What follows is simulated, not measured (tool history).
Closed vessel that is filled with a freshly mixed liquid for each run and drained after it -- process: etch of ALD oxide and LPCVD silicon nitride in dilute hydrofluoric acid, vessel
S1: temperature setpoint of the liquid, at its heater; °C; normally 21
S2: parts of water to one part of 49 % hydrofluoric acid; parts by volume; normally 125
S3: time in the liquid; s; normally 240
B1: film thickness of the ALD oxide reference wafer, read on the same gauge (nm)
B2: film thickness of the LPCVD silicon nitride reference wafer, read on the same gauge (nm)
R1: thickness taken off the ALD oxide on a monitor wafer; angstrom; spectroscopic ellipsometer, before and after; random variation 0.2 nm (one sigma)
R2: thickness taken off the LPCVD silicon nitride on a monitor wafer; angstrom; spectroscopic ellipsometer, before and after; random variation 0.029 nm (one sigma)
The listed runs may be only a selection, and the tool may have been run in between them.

{"run": 1, "hour": 0.0, "S1": 24, "S2": 125, "S3": 210, "B1": 101.64, "B2": 91.535, "R1": 360.9, "R2": 11.13}
{"run": 2, "hour": 106.7, "S1": 24, "S2": 125, "S3": 210, "B1": 102.2, "B2": 91.962, "R1": 364, "R2": 10.5}
{"run": 3, "hour": 151.9, "S1": 24, "S2": 125, "S3": 210, "B1": 102.4, "B2": 92.194, "R1": 367.5, "R2": 10.61}
{"run": 4, "hour": 218.7, "S1": 18.5, "S2": 125, "S3": 240, "B1": 102.6, "B2": 92.348, "R1": 337.4, "R2": 8.02}
{"run": 5, "hour": 312.7, "S1": 18.5, "S2": 125, "S3": 240, "B1": 102.79, "B2": 92.519, "R1": 335.3, "R2": 8.45}
{"run": 6, "hour": 371.2, "S1": 24, "S2": 125, "S3": 240, "B1": 102.88, "B2": 92.625, "R1": 420.7, "R2": 12.46}
{"run": 7, "hour": 419.2, "S1": 21, "S2": 125, "S3": 240, "B1": 102.95, "B2": 92.674, "R1": 377.9, "R2": 9.93}
{"run": 8, "hour": 518.7, "S1": 25.5, "S2": 125, "S3": 240, "B1": 103.07, "B2": 92.755, "R1": 444.1, "R2": 13.09}
{"run": 9, "hour": 590.8, "S1": 18.5, "S2": 85, "S3": 375, "B1": 100.11, "B2": 90.133, "R1": 792.5, "R2": 18.01}
{"run": 10, "hour": 661.9, "S1": 21, "S2": 125, "S3": 335, "B1": 100.85, "B2": 90.751, "R1": 511.7, "R2": 13.9}
{"run": 11, "hour": 706.5, "S1": 21, "S2": 65, "S3": 240, "B1": 101.23, "B2": 91.099, "R1": 752.9, "R2": 17.97}
{"run": 12, "hour": 766.9, "S1": 21, "S2": 125, "S3": 240, "B1": 101.64, "B2": 91.49, "R1": 370.9, "R2": 10.03}
{"run": 13, "hour": 857.9, "S1": 25, "S2": 170, "S3": 120, "B1": 102.12, "B2": 91.908, "R1": 150.9, "R2": 4.7}
{"run": 14, "hour": 911.2, "S1": 17, "S2": 100, "S3": 170, "B1": 102.33, "B2": 92.091, "R1": 287.1, "R2": 6.97}

Between the runs listed above, the log contained 3 entries, not reproduced here. Where in the sequence does each belong, and how does what the log doesn't record of the tool's condition differ from the listed run before to the listed run after?
Run 5 -> run 6: thermometer replaced (hour 329.7)
  gauge reads high (%): 2.79 -> 2.89
  measured less the result without the state, R1: +9.1 -> +11.8 angstrom; R2: +0.23 -> +0.35 angstrom
Run 8 -> run 9: hydrofluoric acid flow meter replaced (hour 538.5); gauge calibrated (hour 577.2)
  gauge reads high (%): 3.06 -> 0.101
  measured less the result without the state, R1: +13.2 -> +0.8 angstrom; R2: +0.39 -> +0.02 angstrom
